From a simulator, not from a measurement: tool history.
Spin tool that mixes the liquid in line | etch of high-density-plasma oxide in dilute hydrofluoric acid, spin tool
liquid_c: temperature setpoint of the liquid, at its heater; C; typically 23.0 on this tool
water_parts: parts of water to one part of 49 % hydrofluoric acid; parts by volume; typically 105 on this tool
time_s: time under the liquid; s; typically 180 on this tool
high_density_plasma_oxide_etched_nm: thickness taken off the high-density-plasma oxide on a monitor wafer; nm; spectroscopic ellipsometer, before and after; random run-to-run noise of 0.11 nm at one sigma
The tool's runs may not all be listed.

| run | hour | liquid_c | water_parts | time_s | read-back film thickness of the high-density-plasma oxide reference wafer, read on the same gauge (nm) | high_density_plasma_oxide_etched_nm |
|---|---|---|---|---|---|---|
| 1 | 0.0 | 23.0 | 105 | 180 | 120.00 | 11.25 |
| 2 | 83.7 | 23.0 | 105 | 180 | 120.00 | 11.18 |
| 3 | 140.6 | 23.0 | 105 | 180 | 120.01 | 10.93 |
| 4 | 199.8 | 23.0 | 105 | 180 | 120.00 | 10.89 |
| 5 | 289.0 | 23.0 | 105 | 180 | 120.00 | 10.80 |
|  | 326.2 | hydrofluoric acid flow meter replaced |
|  | 368.7 | thermometer replaced |
| 6 | 387.6 | 23.0 | 105 | 180 | 120.00 | 11.41 |
| 7 | 472.4 | 23.0 | 105 | 180 | 120.01 | 11.33 |
| 8 | 556.3 | 23.0 | 105 | 180 | 120.00 | 11.18 |
| 9 | 638.9 | 23.0 | 80 | 180 | 120.00 | 14.96 |
| 10 | 736.9 | 23.0 | 105 | 180 | 119.99 | 11.37 |
|  | 790.7 | gauge calibrated |
| 11 | 807.6 | 23.0 | 105 | 180 | 120.00 | 11.11 |
| 12 | 911.9 | 25.0 | 145 | 285 | 120.00 | 13.02 |
| 13 | 1009.1 | 25.5 | 65 | 180 | 119.99 | 21.18 |
|  | 1050.0 | hydrofluoric acid flow meter replaced |
| 14 | 1057.6 | 23.0 | 105 | 260 | 120.01 | 17.40 |

Predict the results of run 15:
|  | 1114.1 | thermometer replaced |
| 15 | 1336.7 | 23.0 | 105 | 260 | ? | ? |

read-back film thickness of the high-density-plasma oxide reference wafer, read on the same gauge (nm): 120.01
high_density_plasma_oxide_etched_nm: 16.27 nm
The same run, on a tool lacking any hidden state, would have yielded high_density_plasma_oxide_etched_nm 16.60 nm.
